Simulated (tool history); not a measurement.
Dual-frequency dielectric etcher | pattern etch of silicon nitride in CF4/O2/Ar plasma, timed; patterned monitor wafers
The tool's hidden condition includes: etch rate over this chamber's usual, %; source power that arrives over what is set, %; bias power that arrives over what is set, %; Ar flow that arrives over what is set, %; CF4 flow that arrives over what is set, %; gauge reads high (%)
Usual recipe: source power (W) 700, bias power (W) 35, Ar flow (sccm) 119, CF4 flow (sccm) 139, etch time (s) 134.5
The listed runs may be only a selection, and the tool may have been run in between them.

run,day,source power (W),bias power (W),Ar flow (sccm),CF4 flow (sccm),etch time (s),wafers since the last listed run,hours since the last wet clean,hours since the last source power generator calibration,hours since the last bias power generator calibration,hours since the last Ar flow controller change,hours since the last CF4 flow controller change,hours since the last upper electrode change,hours since the gauge calibration,"read-back reference wafer on the same gauge, depth_nm",mean etch depth across the wafer (nm)
1,0.000,700,35,128,139,134.5,0,357.6,3142.5,4573.8,2315.6,2634.1,2790.3,195.8,229.0,260.2
2,0.496,700,35,128,139,134.5,83,369.5,3154.4,4585.7,2327.5,2646.0,2802.2,207.7,228.8,260.3
# day 1.512: upper electrode replaced
3,1.533,700,35,119,139,134.5,6,394.4,3179.3,4610.6,2352.4,2670.9,0.5,232.6,228.9,261.6
4,1.546,700,35,119,139,134.5,2,394.7,3179.6,4610.9,2352.7,2671.2,0.8,232.9,228.9,261.2
# day 1.658: gauge calibrated
# day 2.196: bias power generator calibrated
# day 2.650: wet clean of the chamber
5,2.671,590,43,119,139,134.5,85,0.5,3206.6,11.4,2379.7,2698.2,27.8,24.3,228.8,241.0
6,2.688,860,35,106,115,102.0,2,0.9,3207.0,11.8,2380.1,2698.6,28.2,24.7,228.9,241.9
7,2.704,700,35,108,139,134.5,2,1.3,3207.4,12.2,2380.5,2699.0,28.6,25.1,229.1,264.6
8,3.800,700,35,119,139,134.5,185,27.6,3233.7,38.5,2406.8,2725.3,54.9,51.4,228.9,262.7
9,4.104,700,35,119,139,134.5,51,34.9,3241.0,45.8,2414.1,2732.6,62.2,58.7,228.9,262.6
# day 4.708: source power generator calibrated
10,4.729,700,35,119,139,134.5,77,49.9,0.5,60.8,2429.1,2747.6,77.2,73.7,229.0,262.5
11,4.954,700,35,119,139,134.5,38,55.3,5.9,66.2,2434.5,2753.0,82.6,79.1,228.9,262.1
# day 5.450: CF4 flow controller replaced
12,5.504,700,35,119,139,134.5,50,68.5,19.1,79.4,2447.7,1.3,95.8,92.3,228.9,261.5
13,6.146,820,32,119,126,122.5,108,83.9,34.5,94.8,2463.1,16.7,111.2,107.7,229.0,265.8
14,6.583,850,35,119,139,134.5,74,94.4,45.0,105.3,2473.6,27.2,121.7,118.2,228.9,322.1
# day 6.892: Ar flow controller replaced
15,7.017,620,35,119,128,134.5,31,104.8,55.4,115.7,3.0,37.6,132.1,128.6,228.9,226.7
16,7.717,700,35,119,139,134.5,118,121.6,72.2,132.5,19.8,54.4,148.9,145.4,228.7,262.8
17,8.192,700,29,119,126,102.5,80,133.0,83.6,143.9,31.2,65.8,160.3,156.8,229.0,178.2
18,8.842,700,35,119,105,134.5,109,148.6,99.2,159.5,46.8,81.4,175.9,172.4,229.0,251.1
19,9.288,700,39,109,139,100.0,75,159.3,109.9,170.2,57.5,92.1,186.6,183.1,229.1,207.4
20,10.004,610,35,119,139,134.5,121,176.5,127.1,187.4,74.7,109.3,203.8,200.3,229.0,225.8
21,10.679,700,31,90,167,161.0,114,192.7,143.3,203.6,90.9,125.5,220.0,216.5,228.9,309.5

Alternative continuations, all from the tool just after run 21; predict every row:
A,10.700,700,35,119,139,166.0,3,193.2,143.8,204.1,91.4,126.0,220.5,217.0,?,?
B,10.700,700,35,132,139,134.5,3,193.2,143.8,204.1,91.4,126.0,220.5,217.0,?,?
C,10.700,770,40,138,139,134.5,3,193.2,143.8,204.1,91.4,126.0,220.5,217.0,?,?
D,10.700,640,35,119,107,134.5,3,193.2,143.8,204.1,91.4,126.0,220.5,217.0,?,?

run,"read-back reference wafer on the same gauge, depth_nm",mean etch depth across the wafer (nm)
A,229.2,323.1
B,229.2,258.8
C,229.2,305.4
D,229.2,228.2
Without the tool's hidden state the same runs would have given:
run,mean etch depth across the wafer (nm)
A,323.1
B,258.8
C,305.4
D,228.2
